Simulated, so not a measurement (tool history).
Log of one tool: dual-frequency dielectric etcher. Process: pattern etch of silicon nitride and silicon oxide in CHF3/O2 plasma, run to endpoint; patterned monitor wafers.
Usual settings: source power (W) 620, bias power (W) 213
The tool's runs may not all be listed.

| run | hour | source power (W) | bias power (W) | wafers since the last listed run | hours since the last wet clean | hours since the last source power generator calibration | hours since the last bias power generator calibration | hours since the last upper electrode change | incoming incoming film thickness, nm | endpoint time (s) |
|---|---|---|---|---|---|---|---|---|---|---|
| 1 | 0 | 620 | 187 | 0 | 353.9 | 2349.7 | 3000.3 | 3164.8 | 283.7 | 173.1 |
| 2 | 63.6 | 620 | 187 | 335 | 417.5 | 2413.3 | 3063.9 | 3228.4 | 282.9 | 170.7 |
|  | 101.8 | wet clean of the chamber |
| 3 | 103.9 | 620 | 187 | 85 | 2.1 | 2453.6 | 3104.2 | 3268.7 | 284 | 179.4 |
| 4 | 200 | 620 | 213 | 506 | 98.2 | 2549.7 | 3200.3 | 3364.8 | 281.8 | 168.7 |
| 5 | 270.1 | 620 | 213 | 369 | 168.3 | 2619.8 | 3270.4 | 3434.9 | 282.1 | 169.1 |
| 6 | 309.4 | 620 | 245 | 207 | 207.6 | 2659.1 | 3309.7 | 3474.2 | 284.5 | 162.8 |
| 7 | 388.1 | 620 | 245 | 414 | 286.3 | 2737.8 | 3388.4 | 3552.9 | 281.7 | 160.6 |
| 8 | 472.8 | 620 | 245 | 446 | 371 | 2822.5 | 3473.1 | 3637.6 | 283.8 | 161.4 |
| 9 | 515.2 | 620 | 213 | 223 | 413.4 | 2864.9 | 3515.5 | 3680 | 282.4 | 164.2 |
|  | 582.9 | wet clean of the chamber |
| 10 | 612.1 | 620 | 213 | 384 | 29.2 | 2961.8 | 3612.4 | 3776.9 | 286.2 | 172.1 |
| 11 | 654.7 | 620 | 213 | 224 | 71.8 | 3004.4 | 3655 | 3819.5 | 283.6 | 168.2 |
|  | 666.6 | bias power generator calibrated |
| 12 | 707.6 | 620 | 213 | 257 | 124.7 | 3057.3 | 41 | 3872.4 | 283.6 | 167.8 |
| 13 | 796.5 | 620 | 197 | 468 | 213.6 | 3146.2 | 129.9 | 3961.3 | 285.2 | 170.5 |
|  | 952.4 | upper electrode replaced |
| 14 | 1088.8 | 620 | 197 | 1414 | 505.9 | 3438.5 | 422.2 | 136.4 | 284.7 | 166.6 |
|  | 1112.8 | wet clean of the chamber |
| 15 | 1157.3 | 620 | 213 | 234 | 44.5 | 3507 | 490.7 | 204.9 | 284.1 | 170.5 |
| 16 | 1208.6 | 670 | 173 | 270 | 95.8 | 3558.3 | 542 | 256.2 | 286.4 | 170.9 |
| 17 | 1252.5 | 700 | 192 | 231 | 139.7 | 3602.2 | 585.9 | 300.1 | 283.4 | 163 |
| 18 | 1291 | 620 | 173 | 203 | 178.2 | 3640.7 | 624.4 | 338.6 | 285.5 | 175.3 |
| 19 | 1355.7 | 620 | 180 | 341 | 242.9 | 3705.4 | 689.1 | 403.3 | 283.9 | 173.9 |
| 20 | 1449.9 | 530 | 213 | 496 | 337.1 | 3799.6 | 783.3 | 497.5 | 281.6 | 175.7 |
| 21 | 1557.5 | 570 | 175 | 567 | 444.7 | 3907.2 | 890.9 | 605.1 | 286.1 | 179.8 |
| 22 | 1595.2 | 620 | 213 | 198 | 482.4 | 3944.9 | 928.6 | 642.8 | 288.1 | 165.2 |
|  | 1657.5 | wet clean of the chamber |
| 23 | 1658 | 620 | 213 | 204 | 0.5 | 4007.7 | 991.4 | 705.6 | 281 | 168.2 |
| 24 | 1736.3 | 540 | 189 | 412 | 78.8 | 4086 | 1069.7 | 783.9 | 280.1 | 181.5 |
| 25 | 1824.2 | 490 | 256 | 463 | 166.7 | 4173.9 | 1157.6 | 871.8 | 284.1 | 179.2 |
|  | 1839.9 | source power generator calibrated |
| 26 | 1912.7 | 620 | 172 | 445 | 255.2 | 72.8 | 1246.1 | 960.3 | 282.5 | 174.7 |
| 27 | 1950.1 | 620 | 213 | 197 | 292.6 | 110.2 | 1283.5 | 997.7 | 283.6 | 166.8 |
| 28 | 1999.2 | 510 | 250 | 258 | 341.7 | 159.3 | 1332.6 | 1046.8 | 281.8 | 171.8 |
| 29 | 2059.8 | 770 | 266 | 319 | 402.3 | 219.9 | 1393.2 | 1107.4 | 283.3 | 138.3 |
|  | 2113.6 | wet clean of the chamber |
| 30 | 2139.8 | 560 | 162 | 295 | 26.2 | 299.9 | 1473.2 | 1187.4 | 283.4 | 189.1 |
| 31 | 2219 | 620 | 213 | 417 | 105.4 | 379.1 | 1552.4 | 1266.6 | 282.5 | 168.8 |
| 32 | 2295.4 | 620 | 213 | 402 | 181.8 | 455.5 | 1628.8 | 1343 | 283.5 | 168.2 |
| 33 | 2360.2 | 680 | 259 | 341 | 246.6 | 520.3 | 1693.6 | 1407.8 | 282.6 | 152.7 |
| 34 | 2407 | 740 | 213 | 246 | 293.4 | 567.1 | 1740.4 | 1454.6 | 285.7 | 155.1 |

Forecast each of these 5 alternatives for the next run:
| A | 2407.5 | 620 | 213 | 2 | 293.9 | 567.6 | 1740.9 | 1455.1 | 282.6 | ? |
| B | 2407.5 | 710 | 249 | 2 | 293.9 | 567.6 | 1740.9 | 1455.1 | 282.6 | ? |
| C | 2407.5 | 660 | 232 | 2 | 293.9 | 567.6 | 1740.9 | 1455.1 | 282.6 | ? |
| D | 2407.5 | 520 | 245 | 2 | 293.9 | 567.6 | 1740.9 | 1455.1 | 282.6 | ? |
| E | 2407.5 | 580 | 189 | 2 | 293.9 | 567.6 | 1740.9 | 1455.1 | 282.6 | ? |

| run | endpoint time (s) |
|---|---|
| A | 165.5 |
| B | 150 |
| C | 157.6 |
| D | 173 |
| E | 175.5 |
Without the tool's hidden state the same runs would have given:
| run | endpoint time (s) |
|---|---|
| A | 170.5 |
| B | 154.4 |
| C | 162.3 |
| D | 178.1 |
| E | 180.7 |

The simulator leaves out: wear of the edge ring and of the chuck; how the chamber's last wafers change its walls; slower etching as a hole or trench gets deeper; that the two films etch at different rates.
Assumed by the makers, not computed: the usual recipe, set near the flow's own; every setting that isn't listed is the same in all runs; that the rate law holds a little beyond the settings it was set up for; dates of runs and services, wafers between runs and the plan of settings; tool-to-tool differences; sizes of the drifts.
